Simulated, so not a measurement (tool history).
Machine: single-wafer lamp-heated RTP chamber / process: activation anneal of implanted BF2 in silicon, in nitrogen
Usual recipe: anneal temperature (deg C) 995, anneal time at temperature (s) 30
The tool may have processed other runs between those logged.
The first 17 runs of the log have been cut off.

| run | day | anneal temperature (deg C) | anneal time at temperature (s) | read-back reference wafer on the same gauge, sheet resistance | sheet resistance of the implanted and annealed layer (ohm/square) |
|---|---|---|---|---|---|
|  | 32.729 | pyrometer window cleaned and pyrometer calibrated |
| 18 | 34.550 | 1005 | 46 | 269.68 | 175.80 |
|  | 35.633 | reflector plate cleaned |
| 19 | 36.262 | 995 | 16 | 270.22 | 283.81 |
| 20 | 38.492 | 971 | 30 | 269.90 | 314.57 |
| 21 | 39.708 | 995 | 17 | 269.94 | 272.50 |
| 22 | 41.579 | 995 | 30 | 270.09 | 227.07 |
| 23 | 43.842 | 984 | 20 | 270.39 | 288.65 |
| 24 | 44.867 | 995 | 45 | 269.81 | 195.29 |
| 25 | 46.592 | 1024 | 15 | 269.86 | 199.22 |
|  | 47.979 | pyrometer window cleaned and pyrometer calibrated |
| 26 | 49.496 | 995 | 30 | 269.98 | 228.90 |
| 27 | 50.883 | 995 | 18 | 270.03 | 267.80 |
| 28 | 52.396 | 1009 | 40 | 270.28 | 175.81 |
| 29 | 54.800 | 973 | 17 | 270.29 | 341.65 |
| 30 | 56.179 | 995 | 30 | 270.05 | 221.19 |
|  | 57.146 | reflector plate cleaned |
| 31 | 57.808 | 980 | 41 | 269.99 | 250.60 |
|  | 57.879 | gauge calibrated |
| 32 | 58.996 | 995 | 30 | 270.09 | 226.47 |
| 33 | 60.312 | 965 | 41 | 269.89 | 303.06 |
|  | 61.933 | pyrometer window cleaned and pyrometer calibrated |
| 34 | 63.008 | 995 | 24 | 269.98 | 249.48 |
| 35 | 64.383 | 983 | 46 | 269.89 | 237.28 |
| 36 | 65.662 | 978 | 42 | 270.25 | 261.32 |

Alternative continuations, all from the tool just after run 36; predict every row:
| A | 65.679 | 995 | 30 | ? | ? |
| B | 65.679 | 978 | 38 | ? | ? |
| C | 65.679 | 1003 | 18 | ? | ? |
| D | 65.679 | 995 | 19 | ? | ? |

| run | read-back reference wafer on the same gauge, sheet resistance | sheet resistance of the implanted and annealed layer (ohm/square) |
|---|---|---|
| A | 270.05 | 230.35 |
| B | 270.05 | 267.09 |
| C | 270.05 | 245.55 |
| D | 270.05 | 265.57 |
Without the tool's hidden state the same runs would have given:
| run | sheet resistance of the implanted and annealed layer (ohm/square) |
|---|---|
| A | 240.35 |
| B | 278.42 |
| C | 255.02 |
| D | 276.14 |
